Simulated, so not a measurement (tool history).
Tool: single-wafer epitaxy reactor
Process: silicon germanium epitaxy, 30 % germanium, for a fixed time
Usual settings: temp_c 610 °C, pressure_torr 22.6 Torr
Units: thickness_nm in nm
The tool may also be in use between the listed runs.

run     day  temp_c  pressure_torr  read-back reference wafer on the same gauge, thickness_nm  thickness_nm
  1       0     610           22.6                                                     70.641        64.353
  2   0.483     610           22.6                                                     70.662        64.111
  3   1.221     610           22.6                                                     70.658        63.752
  4    1.75     610           24.6                                                     70.777        66.131
  5   2.438     610           24.6                                                     70.758        66.136
  6   2.929     610           24.6                                                      70.72        65.723
  7   3.254     610           22.6                                                     70.685         64.04
  8   3.592     610           22.6                                                     70.636        63.534
  9   3.892     610           22.6                                                     70.664        63.426
 10   4.562     610           22.6                                                     70.767        63.091
 11   5.246     610           22.6                                                     70.813        63.482
 12   5.525     610           25.8                                                     70.664        66.928
 13   5.967     613           22.6                                                     70.691        67.212
 14   6.579     613           22.6                                                     70.629        66.901
      7.108  -- showerhead replaced
 15   7.129     610           22.6                                                      70.82        62.944
 16   7.617     610           22.6                                                     70.659        62.769
 17   8.171     599           22.6                                                     70.702        50.011
 18     8.8     610           27.3                                                     70.718        68.126
 19   9.283     616           21.1                                                     70.721        68.576
 20   9.908     599           19.7                                                     70.703        47.059
 21  10.571     610           22.6                                                     70.754        62.242
     11.196  -- pyrometer calibrated
 22  11.217     621           25.7                                                     70.729        78.614
 23  11.617     610             21                                                     70.728        57.593
     11.646  -- gauge calibrated
 24  12.208     598           18.1                                                      70.72         41.81
 25  12.521     619           27.5                                                     70.645        77.633
 26  13.233     602           22.6                                                     70.713        50.228
 27  13.504     610           25.8                                                     70.639        62.945
     14.017  -- capacitance manometer re-zeroed and calibrated
 28  14.038     610           22.6                                                     70.707        59.462
 29   14.35     610           22.6                                                     70.623        59.399
 30    14.8     599             27                                                     70.741         50.83
     15.279  -- pyrometer calibrated, repeated, since the last time left the tool worse
 31  15.354     610           27.3                                                      70.69        73.463
 32  15.942     599           21.2                                                     70.671        52.432
 33  16.688     616           25.6                                                     70.724        80.782
 34  17.412     620           22.6                                                     70.656        82.699
 35  17.717     610           20.9                                                     70.615        65.421
 36  19.925     604           25.7                                                     70.747        63.231

Some steps in thickness_nm between neighbouring runs. How much of each would the tool show without its hidden state too (settings, what came in, random variation), and how much is left for the hidden state, with any gauge scatter that isn't in both results?
The hidden state here: wafer temperature above the value expected at the setpoint (K); true pressure above the setpoint (%); gauge reads high (%).
Run 21 -> 22: temp_c 610 -> 621, pressure_torr 22.6 -> 25.7, pyrometer calibrated. thickness_nm +16.372 nm: hidden state -5.418, all else +21.79.
Run 24 -> 25: temp_c 598 -> 619, pressure_torr 18.1 -> 27.5. thickness_nm +35.823 nm: hidden state -4.608, all else +40.431.
Run 25 -> 26: temp_c 619 -> 602, pressure_torr 27.5 -> 22.6. thickness_nm -27.405 nm: hidden state +3.452, all else -30.857.
Run 30 -> 31: temp_c 599 -> 610, pressure_torr 27 -> 27.3, pyrometer calibrated, repeated, since the last time left the tool worse. thickness_nm +22.633 nm: hidden state +7.475, all else +15.158.
Run 32 -> 33: temp_c 599 -> 616, pressure_torr 21.2 -> 25.6. thickness_nm +28.35 nm: hidden state +0.006, all else +28.344.
